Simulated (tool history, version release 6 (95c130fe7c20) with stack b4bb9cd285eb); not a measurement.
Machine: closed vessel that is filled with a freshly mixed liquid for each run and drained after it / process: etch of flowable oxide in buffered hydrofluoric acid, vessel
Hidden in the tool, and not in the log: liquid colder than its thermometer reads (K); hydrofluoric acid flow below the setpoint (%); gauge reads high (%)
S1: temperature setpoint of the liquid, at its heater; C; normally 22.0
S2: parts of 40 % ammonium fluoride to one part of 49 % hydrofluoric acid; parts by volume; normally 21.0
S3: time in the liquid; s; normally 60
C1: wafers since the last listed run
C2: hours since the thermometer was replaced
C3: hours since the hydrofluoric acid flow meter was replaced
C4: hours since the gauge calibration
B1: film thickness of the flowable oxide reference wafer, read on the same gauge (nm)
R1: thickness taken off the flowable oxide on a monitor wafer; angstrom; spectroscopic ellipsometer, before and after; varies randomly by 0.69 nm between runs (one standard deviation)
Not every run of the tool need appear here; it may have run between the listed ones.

run    hour    S1    S2  S3     C1      C2      C3      C4     B1      R1
  1     0.0  22.0  21.0  60      0  1204.0  1243.3   904.9  79.99   955.1
  2    31.2  22.0  21.0  60   3645  1235.2  1274.5   936.1  80.01   949.4
  3    74.5  22.0  21.0  60   5059  1278.5  1317.8   979.4  80.06   935.3
  4   134.4  22.0  21.0  60   6999  1338.4  1377.7  1039.3  79.99   945.0
  5   162.3  22.0  21.0  60   3260  1366.3  1405.6  1067.2  79.96   944.5
      188.1  -- hydrofluoric acid flow meter replaced
  6   209.0  22.0  21.0  60   5340  1413.0    20.9  1113.9  80.00   947.3
  7   253.4  22.0  21.0  60   5188  1457.4    65.3  1158.3  79.98   951.6
  8   439.8  22.0  21.0  60  21781  1643.8   251.7  1344.7  79.98   933.7
  9   469.3  22.0  21.0  60   3447  1673.3   281.2  1374.2  80.00   947.7
 10   625.6  22.0  21.0  45  18264  1829.6   437.5  1530.5  79.98   699.2
      639.5  -- gauge calibrated
 11   690.5  22.0  21.0  60   7583  1894.5   502.4    51.0  79.94   929.0
 12   737.2  22.0  21.0  60   5457  1941.2   549.1    97.7  79.98   927.2
 13   791.5  20.5  21.0  60   6345  1995.5   603.4   152.0  79.98   854.9
 14   825.1  18.0  18.5  85   3926  2029.1   637.0   185.6  79.99  1178.5
      836.3  -- thermometer replaced
 15   875.5  22.0  21.0  60   5772    39.2   687.4   236.0  80.00   969.7
 16   930.7  22.0  21.0  60   6450    94.4   742.6   291.2  80.01   975.8
 17   965.3  17.5  24.0  30   4043   129.0   777.2   325.8  79.97   348.5
 18  1005.8  22.0  21.0  80   4732   169.5   817.7   366.3  79.98  1309.7
 19  1073.3  18.5  13.0  60   7887   237.0   885.2   433.8  80.01  1270.6
 20  1142.6  17.0  21.0  60   8097   306.3   954.5   503.1  80.06   733.9
 21  1186.0  22.0  21.0  60   5071   349.7   997.9   546.5  80.01   966.3
 22  1223.1  17.5  21.0  95   4335   386.8  1035.0   583.6  80.06  1184.4
 23  1395.7  22.0  21.0  35  20168   559.4  1207.6   756.2  80.00   571.0
 24  1444.4  18.0  21.0  85   5690   608.1  1256.3   804.9  79.99  1099.0
     1449.4  -- hydrofluoric acid flow meter replaced
 25  1479.9  18.5  21.0  60   4031   643.6    30.5   840.4  79.98   798.2
 26  1530.7  22.0  21.0  60   5936   694.4    81.3   891.2  80.04   967.2
 27  1594.3  22.0  21.0  60   7431   758.0   144.9   954.8  79.98   959.0
 28  1645.1  22.0  21.0  60   5936   808.8   195.7  1005.6  80.00   960.5
 29  1670.9  24.5  21.0  30   3014   834.6   221.5  1031.4  80.00   549.4
 30  1733.2  22.0  29.0  60   7279   896.9   283.8  1093.7  79.99   766.4
 31  1798.8  23.5  13.0  80   7665   962.5   349.4  1159.3  79.99  2195.7
 32  1856.6  20.5  28.0  40   6754  1020.3   407.2  1217.1  80.03   486.5
 33  1919.7  18.5  17.5  30   7373  1083.4   470.3  1280.2  80.00   461.2
 34  2084.5  26.5  15.5  40  19257  1248.2   635.1  1445.0  80.01  1079.1

Hidden state at the last listed run before each entry between runs and at the first one after, where it differs:
After run 5, before run 6: hydrofluoric acid flow meter replaced (hour 188.1)
  liquid colder than its thermometer reads (K): 0.689 -> 0.711
  measured less the result without the state, R1: -36.9 -> -38.2 angstrom
After run 10, before run 11: gauge calibrated (hour 639.5)
  liquid colder than its thermometer reads (K): 0.906 -> 0.937
  measured less the result without the state, R1: -36.3 -> -49.8 angstrom
After run 14, before run 15: thermometer replaced (hour 836.3)
  liquid colder than its thermometer reads (K): 1 -> 0.076
  measured less the result without the state, R1: -69.2 -> -4.3 angstrom
After run 24, before run 25: hydrofluoric acid flow meter replaced (hour 1449.4)
  liquid colder than its thermometer reads (K): 0.343 -> 0.359
  measured less the result without the state, R1: -21.5 -> -16.5 angstrom
